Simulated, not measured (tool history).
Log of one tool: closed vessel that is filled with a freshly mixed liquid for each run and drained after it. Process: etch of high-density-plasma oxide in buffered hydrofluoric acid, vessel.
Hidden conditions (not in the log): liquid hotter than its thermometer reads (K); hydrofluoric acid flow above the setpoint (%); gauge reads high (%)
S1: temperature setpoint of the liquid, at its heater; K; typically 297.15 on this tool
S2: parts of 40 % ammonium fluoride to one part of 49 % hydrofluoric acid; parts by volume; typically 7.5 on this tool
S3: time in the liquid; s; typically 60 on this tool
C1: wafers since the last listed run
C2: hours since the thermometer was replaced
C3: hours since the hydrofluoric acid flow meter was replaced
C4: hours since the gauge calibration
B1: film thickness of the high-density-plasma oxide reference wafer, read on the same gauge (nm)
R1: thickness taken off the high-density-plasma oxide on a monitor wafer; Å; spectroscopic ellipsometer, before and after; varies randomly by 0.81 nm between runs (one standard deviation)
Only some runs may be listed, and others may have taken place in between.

run   hour      S1    S2  S3     C1     C2      C3     C4     B1      R1
  1    0.0  297.15   7.5  50      0  505.1   953.4  599.7  30.03  1011.8
  2   22.0  297.15   8.5  60   3059  527.1   975.4  621.7  29.99  1065.2
  3   55.4  297.15   7.5  60   4645  560.5  1008.8  655.1  30.01  1242.2
  4   77.8  299.15   7.5  70   3115  582.9  1031.2  677.5  30.02  1598.2
  5  106.4  299.15   7.5  70   3977  611.5  1059.8  706.1  30.01  1614.6
     140.3  -- thermometer replaced
  6  141.0  297.15   7.5  60   4673    0.7  1094.4  740.7  30.00  1130.3
  7  169.7  297.15   7.5  60   3991   29.4  1123.1  769.4  30.02  1123.8
  8  202.1  297.15   7.5  60   4506   61.8  1155.5  801.8  30.01  1141.6
  9  230.9  297.15   7.5  60   4005   90.6  1184.3  830.6  30.00  1123.2
 10  264.8  297.15   7.5  60   4715  124.5  1218.2  864.5  30.00  1139.2
 11  288.7  297.15   7.5  60   3324  148.4  1242.1  888.4  30.02  1151.6
     299.3  -- hydrofluoric acid flow meter replaced
 12  323.5  297.15   9.5  60   4701  183.2    24.2  923.2  30.00   875.3
 13  344.8  297.15   7.5  60   2962  204.5    45.5  944.5  29.98  1095.9
 14  368.5  297.15   7.5  60   3296  228.2    69.2  968.2  29.98  1103.8
 15  387.5  297.15   7.5  75   2642  247.2    88.2  987.2  30.02  1400.0
     403.7  -- gauge calibrated
 16  427.0  293.65   7.5  60   5493  286.7   127.7   23.3  29.98   915.0
 17  451.2  297.15   5.5  80   3365  310.9   151.9   47.5  29.99  2004.5
 18  493.3  299.65   6.0  45   5855  353.0   194.0   89.6  30.00  1192.5
 19  511.0  297.15   5.5  60   2461  370.7   211.7  107.3  30.00  1511.1
 20  538.8  298.65   9.0  30   3866  398.5   239.5  135.1  30.06   514.2
 21  554.5  297.15   5.0  85   2183  414.2   255.2  150.8  30.03  2338.7
 22  570.6  292.65   5.5  75   2239  430.3   271.3  166.9  30.03  1498.7
 23  583.4  297.15   7.5  60   1780  443.1   284.1  179.7  29.96  1150.7
 24  598.8  292.65   5.0  35   2141  458.5   299.5  195.1  29.97   764.7
 25  631.4  301.65   5.5  40   4534  491.1   332.1  227.7  29.98  1293.0
 26  705.2  297.15  10.5  75  10264  564.9   405.9  301.5  30.00  1084.6
 27  723.0  297.15   7.5  40   2475  582.7   423.7  319.3  30.01   791.9
 28  737.6  299.65   7.5  60   2030  597.3   438.3  333.9  30.01  1378.0
 29  761.9  298.65   7.5  70   3379  621.6   462.6  358.2  30.05  1522.3
     783.9  -- thermometer replaced
 30  795.6  294.15  10.0  90   4548   11.7   496.3  391.9  29.99  1059.6
 31  818.7  297.15   7.5  60   3212   34.8   519.4  415.0  29.98  1095.4
 32  835.1  299.65   9.5  90   2281   51.2   535.8  431.4  29.99  1480.3

Some steps in R1, run to run, broken into two amounts with sign: the step expected even without the hidden condition (settings, incoming material, random variation), and the rest, left for the hidden condition together with whatever gauge scatter is not in both the measured and the hidden-condition-free result:
Run 5 -> 6: S1 299.15 -> 297.15, S3 70 -> 60, thermometer replaced. R1 -484.3 Å: hidden state -175.1, all else -309.2.
Run 16 -> 17: S1 293.65 -> 297.15, S2 7.5 -> 5.5, S3 60 -> 80. R1 +1089.5 Å: hidden state +70.2, all else +1019.3.
Run 19 -> 20: S1 297.15 -> 298.65, S2 5.5 -> 9.0, S3 60 -> 30. R1 -996.9 Å: hidden state -69.7, all else -927.2.
Run 20 -> 21: S1 298.65 -> 297.15, S2 9.0 -> 5.0, S3 30 -> 85. R1 +1824.5 Å: hidden state +151.1, all else +1673.4.
Run 29 -> 30: S1 298.65 -> 294.15, S2 7.5 -> 10.0, S3 70 -> 90, thermometer replaced. R1 -462.7 Å: hidden state -159.1, all else -303.6.
